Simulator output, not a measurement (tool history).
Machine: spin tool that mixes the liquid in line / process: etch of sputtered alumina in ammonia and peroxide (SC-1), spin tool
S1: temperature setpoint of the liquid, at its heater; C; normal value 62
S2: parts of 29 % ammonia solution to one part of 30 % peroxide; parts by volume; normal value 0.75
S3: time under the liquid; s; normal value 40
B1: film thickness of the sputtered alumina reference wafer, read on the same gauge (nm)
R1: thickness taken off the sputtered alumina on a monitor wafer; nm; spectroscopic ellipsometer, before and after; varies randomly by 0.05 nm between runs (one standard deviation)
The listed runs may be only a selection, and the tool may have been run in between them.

run,hour,S1,S2,S3,B1,R1
1,0,62,0.75,40,77.82,5.63
2,62,62,0.75,40,77.75,5.57
3,161.8,62,0.75,40,77.62,5.46
4,236.2,62,0.85,40,77.54,5.55
5,303.2,62,0.75,40,77.45,5.55
6,368.9,62,0.75,40,77.39,5.49
7,412.1,59,1.05,60,77.34,7.24
8,487,62,0.85,40,77.25,5.68
9,550.8,65.5,1.1,40,79.82,7.12
10,646.2,70,1,55,79.76,12.05
11,705.8,62,0.75,30,79.65,4.25
12,800.4,70,0.35,20,79.55,3.91
13,884.1,67,1,40,79.46,7.54
14,968.4,62,0.75,40,79.37,5.65
15,1052,53.5,1,40,79.28,3.72
16,1108.6,59,0.75,40,79.21,4.81
17,1177.1,62,0.85,40,79.12,5.77
18,1224,66.5,0.75,40,79.1,7.07
19,1315.2,62,1.05,25,78.98,3.62
20,1369.6,62,0.55,40,78.91,5.42
21,1414.4,70,1,40,78.84,8.68
22,1476.9,54.5,0.4,25,78.8,2.26
23,1570.9,62,1.05,60,78.67,8.79
24,1646.5,68,1.05,50,78.58,9.86

Withheld: 9 entries from between the runs. Position of each, and hidden state at the listed run before versus the listed run after:
In the gap between runs 2 and 3: ammonia flow meter replaced (hour 154.9)
  gauge reads high (%): -2.82 -> -2.97
  the result without the hidden state subtracted from the measured one, R1: -0.16 -> -0.17 nm
In the gap between runs 3 and 4: new drum of ammonia solution connected (hour 227.7)
  gauge reads high (%): -2.97 -> -3.08
  the result without the hidden state subtracted from the measured one, R1: -0.17 -> -0.17 nm
In the gap between runs 6 and 7: heated supply line repaired (hour 389.3)
  gauge reads high (%): -3.27 -> -3.34
  the result without the hidden state subtracted from the measured one, R1: -0.19 -> -0.25 nm
In the gap between runs 8 and 9: gauge calibrated (hour 542.5)
  gauge reads high (%): -3.45 -> -0.174
  the result without the hidden state subtracted from the measured one, R1: -0.2 -> -0.01 nm
In the gap between runs 9 and 10: thermometer replaced (hour 621.4)
  gauge reads high (%): -0.174 -> -0.313
  the result without the hidden state subtracted from the measured one, R1: -0.01 -> -0.03 nm
In the gap between runs 11 and 12: ammonia flow meter replaced (hour 710.5); new drum of ammonia solution connected (hour 733.2)
  gauge reads high (%): -0.4 -> -0.538
  the result without the hidden state subtracted from the measured one, R1: -0.02 -> -0.02 nm
In the gap between runs 18 and 19: ammonia flow meter replaced (hour 1281.3)
  gauge reads high (%): -1.16 -> -1.29
  the result without the hidden state subtracted from the measured one, R1: -0.09 -> -0.05 nm
In the gap between runs 19 and 20: new drum of ammonia solution connected (hour 1323.8)
  gauge reads high (%): -1.29 -> -1.37
  the result without the hidden state subtracted from the measured one, R1: -0.05 -> -0.08 nm
